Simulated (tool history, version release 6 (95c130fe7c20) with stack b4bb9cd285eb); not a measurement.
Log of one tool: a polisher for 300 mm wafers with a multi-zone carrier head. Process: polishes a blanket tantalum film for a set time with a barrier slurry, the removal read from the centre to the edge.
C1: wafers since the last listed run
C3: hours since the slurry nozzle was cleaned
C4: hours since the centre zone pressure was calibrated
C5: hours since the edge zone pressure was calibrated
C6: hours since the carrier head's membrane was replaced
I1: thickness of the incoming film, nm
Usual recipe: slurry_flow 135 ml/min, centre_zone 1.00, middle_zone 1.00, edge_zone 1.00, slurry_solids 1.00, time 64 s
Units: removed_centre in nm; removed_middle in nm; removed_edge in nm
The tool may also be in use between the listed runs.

run 1 hour=0.0 | slurry_flow=135 centre_zone=1.00 middle_zone=1.00 edge_zone=1.00 slurry_solids=1.00 time=64 | C1=0 wafers_polished_on_this_pad=2015 C3=454.6 C4=168.8 C5=525.9 C6=674.9 | I1=407.8 | removed_centre=90.6 removed_middle=87.9 removed_edge=90.5
-- hour=2.5 slurry nozzle cleaned
run 2 hour=55.4 | slurry_flow=135 centre_zone=1.00 middle_zone=1.00 edge_zone=1.00 slurry_solids=1.00 time=50 | C1=678 wafers_polished_on_this_pad=2694 C3=52.9 C4=224.2 C5=581.3 C6=730.3 | I1=402.9 | removed_centre=70.3 removed_middle=69.6 removed_edge=69.1
run 3 hour=80.6 | slurry_flow=135 centre_zone=1.00 middle_zone=1.00 edge_zone=1.00 slurry_solids=1.00 time=64 | C1=314 wafers_polished_on_this_pad=3009 C3=78.1 C4=249.4 C5=606.5 C6=755.5 | I1=402.1 | removed_centre=89.6 removed_middle=90.3 removed_edge=87.3
-- hour=138.9 worn pad replaced by a new one
run 4 hour=147.8 | slurry_flow=135 centre_zone=1.00 middle_zone=1.00 edge_zone=1.00 slurry_solids=1.00 time=64 | C1=788 wafers_polished_on_this_pad=111 C3=145.3 C4=316.6 C5=673.7 C6=822.7 | I1=397.5 | removed_centre=89.4 removed_middle=88.6 removed_edge=85.8
run 5 hour=215.1 | slurry_flow=135 centre_zone=1.00 middle_zone=1.00 edge_zone=1.00 slurry_solids=1.00 time=64 | C1=839 wafers_polished_on_this_pad=950 C3=212.6 C4=383.9 C5=741.0 C6=890.0 | I1=400.9 | removed_centre=90.6 removed_middle=89.4 removed_edge=88.0
run 6 hour=327.7 | slurry_flow=135 centre_zone=1.00 middle_zone=1.00 edge_zone=1.00 slurry_solids=1.00 time=64 | C1=1405 wafers_polished_on_this_pad=2355 C3=325.2 C4=496.5 C5=853.6 C6=1002.6 | I1=400.8 | removed_centre=90.6 removed_middle=89.9 removed_edge=86.4
-- hour=358.7 edge zone pressure recalibrated
-- hour=430.7 worn pad replaced by a new one
run 7 hour=444.4 | slurry_flow=135 centre_zone=1.00 middle_zone=1.00 edge_zone=1.00 slurry_solids=1.00 time=64 | C1=1381 wafers_polished_on_this_pad=170 C3=441.9 C4=613.2 C5=85.7 C6=1119.3 | I1=400.0 | removed_centre=88.9 removed_middle=89.9 removed_edge=87.4
-- hour=492.8 slurry nozzle cleaned
run 8 hour=507.1 | slurry_flow=135 centre_zone=1.00 middle_zone=1.00 edge_zone=1.00 slurry_solids=1.00 time=64 | C1=769 wafers_polished_on_this_pad=940 C3=14.3 C4=675.9 C5=148.4 C6=1182.0 | I1=397.1 | removed_centre=89.5 removed_middle=88.8 removed_edge=89.1
run 9 hour=570.8 | slurry_flow=120 centre_zone=0.96 middle_zone=1.00 edge_zone=1.00 slurry_solids=1.00 time=64 | C1=794 wafers_polished_on_this_pad=1735 C3=78.0 C4=739.6 C5=212.1 C6=1245.7 | I1=403.4 | removed_centre=81.9 removed_middle=86.8 removed_edge=87.4
run 10 hour=622.3 | slurry_flow=135 centre_zone=1.00 middle_zone=1.00 edge_zone=0.95 slurry_solids=1.00 time=52 | C1=642 wafers_polished_on_this_pad=2378 C3=129.5 C4=791.1 C5=263.6 C6=1297.2 | I1=407.0 | removed_centre=71.7 removed_middle=73.5 removed_edge=68.1
run 11 hour=649.4 | slurry_flow=135 centre_zone=0.93 middle_zone=1.00 edge_zone=1.00 slurry_solids=1.25 time=64 | C1=338 wafers_polished_on_this_pad=2716 C3=156.6 C4=818.2 C5=290.7 C6=1324.3 | I1=399.6 | removed_centre=88.2 removed_middle=93.6 removed_edge=92.8
-- hour=690.2 carrier head's membrane replaced by a new one
-- hour=708.4 worn pad replaced by a new one
run 12 hour=709.8 | slurry_flow=135 centre_zone=1.00 middle_zone=0.92 edge_zone=0.94 slurry_solids=1.20 time=64 | C1=641 wafers_polished_on_this_pad=18 C3=217.0 C4=878.6 C5=351.1 C6=19.6 | I1=393.7 | removed_centre=88.9 removed_middle=87.6 removed_edge=89.1
run 13 hour=771.5 | slurry_flow=135 centre_zone=1.00 middle_zone=1.00 edge_zone=0.91 slurry_solids=1.00 time=64 | C1=769 wafers_polished_on_this_pad=787 C3=278.7 C4=940.3 C5=412.8 C6=81.3 | I1=397.2 | removed_centre=85.2 removed_middle=89.9 removed_edge=84.7
run 14 hour=817.5 | slurry_flow=135 centre_zone=1.00 middle_zone=1.00 edge_zone=1.00 slurry_solids=1.00 time=64 | C1=574 wafers_polished_on_this_pad=1361 C3=324.7 C4=986.3 C5=458.8 C6=127.3 | I1=399.7 | removed_centre=85.2 removed_middle=90.3 removed_edge=88.7
run 15 hour=866.9 | slurry_flow=135 centre_zone=0.90 middle_zone=1.00 edge_zone=1.00 slurry_solids=1.00 time=56 | C1=616 wafers_polished_on_this_pad=1978 C3=374.1 C4=1035.7 C5=508.2 C6=176.7 | I1=396.7 | removed_centre=69.5 removed_middle=77.7 removed_edge=76.9

What does the tool deliver on the next run?
-- hour=870.5 centre zone pressure recalibrated
run 16 hour=911.1 | slurry_flow=100 centre_zone=1.00 middle_zone=1.00 edge_zone=1.00 slurry_solids=1.00 time=64 | C1=526 wafers_polished_on_this_pad=2505 C3=418.3 C4=40.6 C5=552.4 C6=220.9 | I1=402.3 | removed_centre=? removed_middle=? removed_edge=?

removed_centre: 83.6 nm
removed_middle: 81.3 nm
removed_edge: 83.4 nm
Were there no unlogged condition in the tool, this run, its random variation unchanged, would have produced removed_centre 83.0 nm, removed_middle 81.3 nm, removed_edge 83.4 nm.

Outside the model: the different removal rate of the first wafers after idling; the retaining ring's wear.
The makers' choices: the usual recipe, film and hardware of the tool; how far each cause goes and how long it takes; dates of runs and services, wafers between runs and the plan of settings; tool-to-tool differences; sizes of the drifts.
